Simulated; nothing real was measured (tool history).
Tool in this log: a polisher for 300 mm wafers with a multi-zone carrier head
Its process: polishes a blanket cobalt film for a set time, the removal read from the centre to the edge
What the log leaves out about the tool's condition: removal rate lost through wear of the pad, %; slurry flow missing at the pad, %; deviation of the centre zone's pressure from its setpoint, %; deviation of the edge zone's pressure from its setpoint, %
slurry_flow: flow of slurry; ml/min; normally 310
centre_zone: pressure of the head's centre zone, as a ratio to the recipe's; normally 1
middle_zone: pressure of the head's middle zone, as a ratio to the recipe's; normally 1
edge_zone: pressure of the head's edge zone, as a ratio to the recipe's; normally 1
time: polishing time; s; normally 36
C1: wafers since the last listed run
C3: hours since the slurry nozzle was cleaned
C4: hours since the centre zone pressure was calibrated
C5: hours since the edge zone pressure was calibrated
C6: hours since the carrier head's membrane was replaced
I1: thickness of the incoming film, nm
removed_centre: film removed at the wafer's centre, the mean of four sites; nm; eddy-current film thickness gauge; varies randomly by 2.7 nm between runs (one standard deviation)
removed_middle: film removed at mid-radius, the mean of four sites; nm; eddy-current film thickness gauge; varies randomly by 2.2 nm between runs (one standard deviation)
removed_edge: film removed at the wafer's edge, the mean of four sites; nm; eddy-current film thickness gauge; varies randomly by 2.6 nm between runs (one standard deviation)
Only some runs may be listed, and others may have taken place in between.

run 1 hour=0 | slurry_flow=310 centre_zone=1 middle_zone=1 edge_zone=1.05 time=36 | C1=0 wafers_polished_on_this_pad=3280 C3=122.1 C4=402.9 C5=1081.8 C6=122.4 | I1=1370.5 | removed_centre=197.3 removed_middle=199 removed_edge=193.6
-- hour=8.4 worn pad replaced by a new one
run 2 hour=30.3 | slurry_flow=310 centre_zone=1.1 middle_zone=1 edge_zone=1 time=47 | C1=394 wafers_polished_on_this_pad=328 C3=152.4 C4=433.2 C5=1112.1 C6=152.7 | I1=1355.3 | removed_centre=281.6 removed_middle=256.7 removed_edge=248.1
-- hour=56.5 centre zone pressure recalibrated
run 3 hour=59.8 | slurry_flow=310 centre_zone=1.07 middle_zone=1.04 edge_zone=1 time=46 | C1=412 wafers_polished_on_this_pad=740 C3=181.9 C4=3.3 C5=1141.6 C6=182.2 | I1=1384.9 | removed_centre=268.1 removed_middle=261.1 removed_edge=240.1
run 4 hour=75.7 | slurry_flow=310 centre_zone=1 middle_zone=0.95 edge_zone=1 time=48 | C1=238 wafers_polished_on_this_pad=979 C3=197.8 C4=19.2 C5=1157.5 C6=198.1 | I1=1365.5 | removed_centre=262.1 removed_middle=250.2 removed_edge=250.8
run 5 hour=89.8 | slurry_flow=310 centre_zone=1 middle_zone=1 edge_zone=1 time=36 | C1=211 wafers_polished_on_this_pad=1190 C3=211.9 C4=33.3 C5=1171.6 C6=212.2 | I1=1386.1 | removed_centre=194.5 removed_middle=199.3 removed_edge=186.5
run 6 hour=176.1 | slurry_flow=310 centre_zone=1 middle_zone=1 edge_zone=1 time=36 | C1=1293 wafers_polished_on_this_pad=2484 C3=298.2 C4=119.6 C5=1257.9 C6=298.5 | I1=1375.7 | removed_centre=196.3 removed_middle=197 removed_edge=184.7
-- hour=181.6 slurry nozzle cleaned
run 7 hour=188.9 | slurry_flow=310 centre_zone=1 middle_zone=1 edge_zone=1 time=36 | C1=176 wafers_polished_on_this_pad=2660 C3=7.3 C4=132.4 C5=1270.7 C6=311.3 | I1=1350 | removed_centre=194.1 removed_middle=196.3 removed_edge=183.8
run 8 hour=222.1 | slurry_flow=310 centre_zone=1 middle_zone=1 edge_zone=1 time=36 | C1=497 wafers_polished_on_this_pad=3158 C3=40.5 C4=165.6 C5=1303.9 C6=344.5 | I1=1377 | removed_centre=194.5 removed_middle=196.6 removed_edge=184.6
run 9 hour=246.5 | slurry_flow=310 centre_zone=0.97 middle_zone=1 edge_zone=1 time=25 | C1=365 wafers_polished_on_this_pad=3524 C3=64.9 C4=190 C5=1328.3 C6=368.9 | I1=1371.2 | removed_centre=127.6 removed_middle=136.6 removed_edge=129.5
-- hour=266.9 worn pad replaced by a new one
run 10 hour=278.9 | slurry_flow=310 centre_zone=1 middle_zone=1.07 edge_zone=0.9 time=36 | C1=425 wafers_polished_on_this_pad=180 C3=97.3 C4=222.4 C5=1360.7 C6=401.3 | I1=1364.2 | removed_centre=194.8 removed_middle=208.3 removed_edge=179.9
run 11 hour=307 | slurry_flow=310 centre_zone=0.96 middle_zone=1 edge_zone=1 time=40 | C1=421 wafers_polished_on_this_pad=601 C3=125.4 C4=250.5 C5=1388.8 C6=429.4 | I1=1354.1 | removed_centre=205.6 removed_middle=215.6 removed_edge=212.5
-- hour=335.9 edge zone pressure recalibrated
run 12 hour=384.9 | slurry_flow=405 centre_zone=1 middle_zone=1 edge_zone=1 time=36 | C1=1137 wafers_polished_on_this_pad=1738 C3=203.3 C4=328.4 C5=49 C6=507.3 | I1=1374.7 | removed_centre=199.1 removed_middle=201.8 removed_edge=193.5
run 13 hour=414.3 | slurry_flow=310 centre_zone=1 middle_zone=1.06 edge_zone=1.05 time=44 | C1=440 wafers_polished_on_this_pad=2179 C3=232.7 C4=357.8 C5=78.4 C6=536.7 | I1=1347.4 | removed_centre=244.6 removed_middle=250.2 removed_edge=231.4
run 14 hour=443.5 | slurry_flow=310 centre_zone=1 middle_zone=1 edge_zone=1 time=36 | C1=437 wafers_polished_on_this_pad=2617 C3=261.9 C4=387 C5=107.6 C6=565.9 | I1=1382 | removed_centre=193.6 removed_middle=199 removed_edge=187.6
-- hour=456.3 slurry nozzle cleaned
run 15 hour=457.1 | slurry_flow=310 centre_zone=1 middle_zone=1 edge_zone=1 time=36 | C1=188 wafers_polished_on_this_pad=2805 C3=0.8 C4=400.6 C5=121.2 C6=579.5 | I1=1353.3 | removed_centre=197.7 removed_middle=198.7 removed_edge=188.5
-- hour=467.4 centre zone pressure recalibrated
run 16 hour=484.1 | slurry_flow=310 centre_zone=1 middle_zone=1 edge_zone=1 time=36 | C1=374 wafers_polished_on_this_pad=3180 C3=27.8 C4=16.7 C5=148.2 C6=606.5 | I1=1371.2 | removed_centre=195.1 removed_middle=197.2 removed_edge=194.9
run 17 hour=514.4 | slurry_flow=310 centre_zone=1 middle_zone=1 edge_zone=1 time=36 | C1=454 wafers_polished_on_this_pad=3634 C3=58.1 C4=47 C5=178.5 C6=636.8 | I1=1355.9 | removed_centre=199.2 removed_middle=195.2 removed_edge=189.2
-- hour=530.1 worn pad replaced by a new one
run 18 hour=534.8 | slurry_flow=310 centre_zone=1.05 middle_zone=1 edge_zone=0.88 time=36 | C1=245 wafers_polished_on_this_pad=71 C3=78.5 C4=67.4 C5=198.9 C6=657.2 | I1=1367.9 | removed_centre=206.2 removed_middle=195.4 removed_edge=178.2
-- hour=553.9 carrier head's membrane replaced by a new one
run 19 hour=567.1 | slurry_flow=310 centre_zone=1 middle_zone=1 edge_zone=1 time=36 | C1=409 wafers_polished_on_this_pad=480 C3=110.8 C4=99.7 C5=231.2 C6=13.2 | I1=1355.9 | removed_centre=196.4 removed_middle=193.7 removed_edge=190.7
run 20 hour=583.1 | slurry_flow=390 centre_zone=0.96 middle_zone=1 edge_zone=0.95 time=36 | C1=239 wafers_polished_on_this_pad=720 C3=126.8 C4=115.7 C5=247.2 C6=29.2 | I1=1380.3 | removed_centre=190 removed_middle=203.3 removed_edge=184.1
run 21 hour=601 | slurry_flow=355 centre_zone=0.89 middle_zone=1 edge_zone=0.96 time=27 | C1=268 wafers_polished_on_this_pad=988 C3=144.7 C4=133.6 C5=265.1 C6=47.1 | I1=1363.8 | removed_centre=129.4 removed_middle=151.3 removed_edge=138.6

For run 22, what comes out?
run 22 hour=616 | slurry_flow=355 centre_zone=1 middle_zone=1 edge_zone=1.06 time=36 | C1=224 wafers_polished_on_this_pad=1213 C3=159.7 C4=148.6 C5=280.1 C6=62.1 | I1=1353.6 | removed_centre=? removed_middle=? removed_edge=?

removed_centre: 201.4 nm
removed_middle: 199 nm
removed_edge: 192.6 nm
If the tool had no hidden condition, the same run with the same run-to-run variation would have returned removed_centre 201.4 nm, removed_middle 199 nm, removed_edge 192.6 nm.
